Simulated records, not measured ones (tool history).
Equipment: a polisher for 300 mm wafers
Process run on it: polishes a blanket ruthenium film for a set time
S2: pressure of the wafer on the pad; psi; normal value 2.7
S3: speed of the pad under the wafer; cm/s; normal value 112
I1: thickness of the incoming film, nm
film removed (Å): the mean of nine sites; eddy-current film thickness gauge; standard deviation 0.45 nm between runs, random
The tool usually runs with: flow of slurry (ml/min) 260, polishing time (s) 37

run 1 day=0 | flow_of_slurry_(ml/min)=260 S2=3.1 S3=112 polishing_time_(s)=42 | I1=334.1 | film_removed_(Å)=759
run 2 day=3.562 | flow_of_slurry_(ml/min)=260 S2=2.7 S3=112 polishing_time_(s)=37 | I1=336.4 | film_removed_(Å)=574
run 3 day=5.825 | flow_of_slurry_(ml/min)=260 S2=2.7 S3=112 polishing_time_(s)=37 | I1=329.8 | film_removed_(Å)=579
run 4 day=10.267 | flow_of_slurry_(ml/min)=260 S2=2.7 S3=112 polishing_time_(s)=37 | I1=332.6 | film_removed_(Å)=581
run 5 day=12.088 | flow_of_slurry_(ml/min)=260 S2=2.2 S3=112 polishing_time_(s)=37 | I1=332.4 | film_removed_(Å)=472
run 6 day=16.267 | flow_of_slurry_(ml/min)=260 S2=2.2 S3=112 polishing_time_(s)=37 | I1=325.9 | film_removed_(Å)=471
run 7 day=20.321 | flow_of_slurry_(ml/min)=260 S2=2.2 S3=112 polishing_time_(s)=37 | I1=325.2 | film_removed_(Å)=467
run 8 day=23.592 | flow_of_slurry_(ml/min)=260 S2=2 S3=88 polishing_time_(s)=37 | I1=325.4 | film_removed_(Å)=341
run 9 day=26.617 | flow_of_slurry_(ml/min)=260 S2=2 S3=88 polishing_time_(s)=37 | I1=329.1 | film_removed_(Å)=335
run 10 day=28.362 | flow_of_slurry_(ml/min)=260 S2=2.7 S3=112 polishing_time_(s)=37 | I1=332.6 | film_removed_(Å)=580
run 11 day=30.429 | flow_of_slurry_(ml/min)=260 S2=2.7 S3=112 polishing_time_(s)=37 | I1=326.1 | film_removed_(Å)=580
run 12 day=34.383 | flow_of_slurry_(ml/min)=350 S2=3.5 S3=130 polishing_time_(s)=44 | I1=334.4 | film_removed_(Å)=1059
run 13 day=37.05 | flow_of_slurry_(ml/min)=260 S2=2 S3=112 polishing_time_(s)=37 | I1=331.1 | film_removed_(Å)=431
run 14 day=40.983 | flow_of_slurry_(ml/min)=260 S2=2.7 S3=112 polishing_time_(s)=37 | I1=325.6 | film_removed_(Å)=575
run 15 day=45.317 | flow_of_slurry_(ml/min)=260 S2=2.2 S3=146 polishing_time_(s)=46 | I1=333.4 | film_removed_(Å)=761
run 16 day=49.546 | flow_of_slurry_(ml/min)=310 S2=3.3 S3=128 polishing_time_(s)=37 | I1=332.5 | film_removed_(Å)=822
run 17 day=52.229 | flow_of_slurry_(ml/min)=325 S2=2.4 S3=112 polishing_time_(s)=37 | I1=333 | film_removed_(Å)=526
run 18 day=55.95 | flow_of_slurry_(ml/min)=260 S2=3.6 S3=128 polishing_time_(s)=37 | I1=335.9 | film_removed_(Å)=876
run 19 day=59.717 | flow_of_slurry_(ml/min)=325 S2=2.4 S3=112 polishing_time_(s)=37 | I1=324.6 | film_removed_(Å)=521
run 20 day=62.779 | flow_of_slurry_(ml/min)=260 S2=2.7 S3=112 polishing_time_(s)=29 | I1=331.7 | film_removed_(Å)=444
run 21 day=65.662 | flow_of_slurry_(ml/min)=325 S2=2.1 S3=112 polishing_time_(s)=25 | I1=331.5 | film_removed_(Å)=310
run 22 day=69.188 | flow_of_slurry_(ml/min)=260 S2=2.1 S3=112 polishing_time_(s)=37 | I1=332.6 | film_removed_(Å)=452
run 23 day=73.167 | flow_of_slurry_(ml/min)=170 S2=3 S3=90 polishing_time_(s)=49 | I1=329.7 | film_removed_(Å)=670

Withheld: 11 entries from between the runs. Position of each, and hidden state at the listed run before versus the listed run after:
From run 1 to run 2: slurry nozzle cleaned (day 2.338)
  nothing in the hidden state changes from one run to the other
From run 3 to run 4: worn pad replaced by a new one (day 6.142)
  nothing in the hidden state changes from one run to the other
From run 6 to run 7: slurry nozzle cleaned (day 18.154)
  nothing in the hidden state changes from one run to the other
From run 7 to run 8: worn pad replaced by a new one (day 21.471)
  nothing in the hidden state changes from one run to the other
From run 11 to run 12: slurry nozzle cleaned (day 34.292)
  nothing in the hidden state changes from one run to the other
From run 12 to run 13: head pressure recalibrated (day 35.129); worn pad replaced by a new one (day 35.225)
  nothing in the hidden state changes from one run to the other
From run 15 to run 16: worn pad replaced by a new one (day 48.179); slurry nozzle cleaned (day 48.721)
  nothing in the hidden state changes from one run to the other
From run 19 to run 20: worn pad replaced by a new one (day 62.512)
  nothing in the hidden state changes from one run to the other
From run 20 to run 21: slurry nozzle cleaned (day 64.475)
  nothing in the hidden state changes from one run to the other

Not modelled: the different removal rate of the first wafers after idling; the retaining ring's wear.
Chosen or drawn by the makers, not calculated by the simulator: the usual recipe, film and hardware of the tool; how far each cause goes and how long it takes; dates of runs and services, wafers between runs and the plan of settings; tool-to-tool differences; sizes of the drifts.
